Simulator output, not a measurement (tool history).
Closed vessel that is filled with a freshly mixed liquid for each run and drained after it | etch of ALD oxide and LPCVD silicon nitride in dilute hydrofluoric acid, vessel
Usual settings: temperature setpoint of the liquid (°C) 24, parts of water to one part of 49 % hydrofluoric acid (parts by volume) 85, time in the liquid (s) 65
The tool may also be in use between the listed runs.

| run | hour | temperature setpoint of the liquid (°C) | parts of water to one part of 49 % hydrofluoric acid (parts by volume) | time in the liquid (s) | wafers since the last listed run | hours since the thermometer was replaced | hours since the hydrofluoric acid flow meter was replaced | hours since the gauge calibration | read-back film thickness of the ALD oxide reference wafer, read on the same gauge (nm) | read-back film thickness of the LPCVD silicon nitride reference wafer, read on the same gauge (nm) | thickness taken off the ALD oxide on a monitor wafer (nm) | thickness taken off the LPCVD silicon nitride on a monitor wafer (nm) |
|---|---|---|---|---|---|---|---|---|---|---|---|---|
| 1 | 0 | 24 | 110 | 65 | 0 | 128.3 | 815.3 | 3558 | 119.94 | 130.014 | 9.16 | 0.285 |
| 2 | 101.5 | 26.5 | 85 | 65 | 6320 | 229.8 | 916.8 | 3659.5 | 120.02 | 130.019 | 13.37 | 0.5 |
| 3 | 143.4 | 26.5 | 85 | 65 | 2609 | 271.7 | 958.7 | 3701.4 | 119.93 | 130.005 | 13.47 | 0.539 |
| 4 | 197.3 | 24 | 85 | 65 | 3356 | 325.6 | 1012.6 | 3755.3 | 120 | 130.002 | 11.96 | 0.448 |
| 5 | 251 | 24 | 85 | 65 | 3343 | 379.3 | 1066.3 | 3809 | 119.97 | 130.033 | 11.91 | 0.399 |
|  | 326.2 | hydrofluoric acid flow meter replaced |
| 6 | 336.9 | 24 | 85 | 65 | 5286 | 465.2 | 10.7 | 3894.9 | 120.02 | 130.019 | 11.26 | 0.395 |
|  | 344.5 | gauge calibrated |
| 7 | 386.5 | 25.5 | 100 | 80 | 3088 | 514.8 | 60.3 | 42 | 119.98 | 130.014 | 12.51 | 0.417 |
| 8 | 459.9 | 22.5 | 60 | 65 | 4570 | 588.2 | 133.7 | 115.4 | 120.04 | 130.03 | 15.64 | 0.506 |
| 9 | 510.3 | 24 | 85 | 105 | 3138 | 638.6 | 184.1 | 165.8 | 120 | 129.992 | 18.09 | 0.653 |
| 10 | 566.1 | 20 | 50 | 35 | 3474 | 694.4 | 239.9 | 221.6 | 119.99 | 130.031 | 9.15 | 0.268 |
| 11 | 637.2 | 24 | 45 | 65 | 4427 | 765.5 | 311 | 292.7 | 119.96 | 129.964 | 22.3 | 0.699 |
| 12 | 703.5 | 24 | 55 | 65 | 4128 | 831.8 | 377.3 | 359 | 119.98 | 129.981 | 18.1 | 0.55 |
| 13 | 1025.8 | 24 | 100 | 45 | 20070 | 1154.1 | 699.6 | 681.3 | 120.01 | 129.997 | 6.44 | 0.214 |
|  | 1080.8 | thermometer replaced |
| 14 | 1089.3 | 26.5 | 85 | 75 | 3891 | 8.5 | 763.1 | 744.8 | 119.99 | 129.968 | 15.69 | 0.573 |
| 15 | 1161.6 | 22.5 | 85 | 65 | 4502 | 80.8 | 835.4 | 817.1 | 120.07 | 130.008 | 11.4 | 0.371 |
| 16 | 1265.6 | 24 | 60 | 65 | 6476 | 184.8 | 939.4 | 921.1 | 119.93 | 130.009 | 17.57 | 0.619 |
| 17 | 1365.8 | 24 | 85 | 65 | 6239 | 285 | 1039.6 | 1021.3 | 119.97 | 129.996 | 12.12 | 0.442 |
| 18 | 1407.9 | 24 | 85 | 65 | 2621 | 327.1 | 1081.7 | 1063.4 | 120.07 | 130.006 | 12.01 | 0.416 |
| 19 | 1498.9 | 21 | 120 | 40 | 5666 | 418.1 | 1172.7 | 1154.4 | 119.98 | 129.982 | 4.44 | 0.145 |
|  | 1537.3 | hydrofluoric acid flow meter replaced |
| 20 | 1606 | 28.5 | 65 | 95 | 6607 | 525.2 | 68.7 | 1261.5 | 120 | 129.992 | 27.2 | 1.063 |
| 21 | 1645 | 24 | 110 | 35 | 2428 | 564.2 | 107.7 | 1300.5 | 120.07 | 130.019 | 4.62 | 0.165 |
| 22 | 1709.4 | 24 | 50 | 40 | 4010 | 628.6 | 172.1 | 1364.9 | 120 | 129.984 | 12.45 | 0.394 |
| 23 | 1765.1 | 28.5 | 65 | 100 | 3468 | 684.3 | 227.8 | 1420.6 | 119.99 | 130.005 | 27.97 | 0.995 |
| 24 | 1839 | 20.5 | 75 | 30 | 4601 | 758.2 | 301.7 | 1494.5 | 120 | 129.979 | 5.25 | 0.169 |
| 25 | 1882 | 22.5 | 65 | 65 | 2677 | 801.2 | 344.7 | 1537.5 | 120.02 | 129.97 | 14.19 | 0.429 |
| 26 | 1937.6 | 24 | 85 | 65 | 3462 | 856.8 | 400.3 | 1593.1 | 120.02 | 129.971 | 11.23 | 0.379 |

4 ways to go on from here, each from the tool as it stands after run 26. What would each give?
| A | 1938.3 | 24 | 85 | 65 | 43 | 857.5 | 401 | 1593.8 | ? | ? | ? | ? |
| B | 1938.3 | 22 | 120 | 40 | 43 | 857.5 | 401 | 1593.8 | ? | ? | ? | ? |
| C | 1938.3 | 22.5 | 65 | 50 | 43 | 857.5 | 401 | 1593.8 | ? | ? | ? | ? |
| D | 1938.3 | 24 | 85 | 30 | 43 | 857.5 | 401 | 1593.8 | ? | ? | ? | ? |

| run | read-back film thickness of the ALD oxide reference wafer, read on the same gauge (nm) | read-back film thickness of the LPCVD silicon nitride reference wafer, read on the same gauge (nm) | thickness taken off the ALD oxide on a monitor wafer (nm) | thickness taken off the LPCVD silicon nitride on a monitor wafer (nm) |
|---|---|---|---|---|
| A | 120.07 | 130.014 | 11.29 | 0.407 |
| B | 120.07 | 130.014 | 4.36 | 0.156 |
| C | 120.07 | 130.014 | 10.93 | 0.367 |
| D | 120.07 | 130.014 | 5.21 | 0.188 |
Without the tool's hidden state the same runs would have given:
| run | thickness taken off the ALD oxide on a monitor wafer (nm) | thickness taken off the LPCVD silicon nitride on a monitor wafer (nm) |
|---|---|---|
| A | 11.79 | 0.442 |
| B | 4.55 | 0.17 |
| C | 11.44 | 0.401 |
| D | 5.44 | 0.204 |
